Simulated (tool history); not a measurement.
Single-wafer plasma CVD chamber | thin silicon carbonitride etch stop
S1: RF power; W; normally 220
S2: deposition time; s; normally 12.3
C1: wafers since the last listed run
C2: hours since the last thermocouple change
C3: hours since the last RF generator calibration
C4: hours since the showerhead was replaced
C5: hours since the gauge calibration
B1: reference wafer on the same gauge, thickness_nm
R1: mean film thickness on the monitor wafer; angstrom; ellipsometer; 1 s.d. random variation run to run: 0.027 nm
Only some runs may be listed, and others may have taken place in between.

run	day	S1	S2	C1	C2	C3	C4	C5	B1	R1
1	0.000	210	12.3	0	891.0	818.7	6295.9	1110.1	7.538	66.45
# day 0.962: showerhead replaced
2	1.892	210	12.3	1086	936.4	864.1	22.3	1155.5	7.531	66.51
3	6.879	220	12.3	3477	1056.1	983.8	142.0	1275.2	7.535	67.06
4	8.483	220	12.3	1118	1094.6	1022.3	180.5	1313.7	7.545	66.81
# day 9.104: gauge calibrated
5	9.579	220	12.3	764	1120.9	1048.6	206.8	11.4	7.544	66.80
6	10.758	220	12.3	822	1149.2	1076.9	235.1	39.7	7.546	67.30
7	14.912	220	11.1	2896	1248.9	1176.6	334.8	139.4	7.534	60.70
8	18.504	220	11.1	2504	1335.1	1262.8	421.0	225.6	7.536	60.82
9	20.092	220	11.1	1106	1373.2	1300.9	459.1	263.7	7.541	60.58
10	21.488	220	12.3	973	1406.7	1334.4	492.6	297.2	7.539	67.14
11	22.921	220	12.3	999	1441.1	1368.8	527.0	331.6	7.535	67.20
12	24.067	220	12.3	798	1468.6	1396.3	554.5	359.1	7.533	67.73
13	26.417	235	14.3	1638	1525.0	1452.7	610.9	415.5	7.535	79.32
14	28.271	220	14.1	1292	1569.5	1497.2	655.4	460.0	7.551	76.36
15	31.204	190	12.3	2045	1639.9	1567.6	725.8	530.4	7.548	64.77
16	33.879	240	10.7	1865	1704.1	1631.8	790.0	594.6	7.530	59.56
17	36.529	240	14.3	1847	1767.7	1695.4	853.6	658.2	7.544	78.92
18	38.729	220	12.3	1534	1820.5	1748.2	906.4	711.0	7.538	67.00
19	40.883	220	12.3	1502	1872.2	1799.9	958.1	762.7	7.534	67.16
20	43.388	180	11.4	1746	1932.3	1860.0	1018.2	822.8	7.540	58.84
21	44.617	220	12.3	857	1961.8	1889.5	1047.7	852.3	7.542	66.39
22	46.625	195	10.7	1400	2010.0	1937.7	1095.9	900.5	7.531	56.63
23	48.392	250	10.7	1231	2052.4	1980.1	1138.3	942.9	7.535	60.11
24	51.225	190	9.9	1975	2120.4	2048.1	1206.3	1010.9	7.540	52.22
25	53.188	195	10.3	1368	2167.5	2095.2	1253.4	1058.0	7.541	55.02
26	54.592	245	10.0	979	2201.2	2128.9	1287.1	1091.7	7.548	55.85
27	56.792	255	12.3	1534	2254.0	2181.7	1339.9	1144.5	7.543	69.35
# day 59.000: RF generator calibrated
# day 60.029: thermocouple changed; heater temperature recalibrated
28	62.788	220	11.5	3716	66.2	90.9	1483.8	1288.4	7.532	63.62
29	70.717	245	14.5	5529	256.5	281.2	1674.1	1478.7	7.539	82.15
30	72.888	220	12.3	1513	308.6	333.3	1726.2	1530.8	7.535	67.74
31	74.829	230	9.9	1353	355.2	379.9	1772.8	1577.4	7.536	55.24
32	77.004	220	12.3	1516	407.4	432.1	1825.0	1629.6	7.533	67.19

Run 33 has not been measured yet. What should we expect?
# day 78.442: gauge calibrated
33	79.783	220	12.3	1937	474.1	498.8	1891.7	32.2	?	?

B1: 7.528
R1: 66.95 angstrom
Without the tool's hidden state the same run would have given R1 67.77 angstrom.

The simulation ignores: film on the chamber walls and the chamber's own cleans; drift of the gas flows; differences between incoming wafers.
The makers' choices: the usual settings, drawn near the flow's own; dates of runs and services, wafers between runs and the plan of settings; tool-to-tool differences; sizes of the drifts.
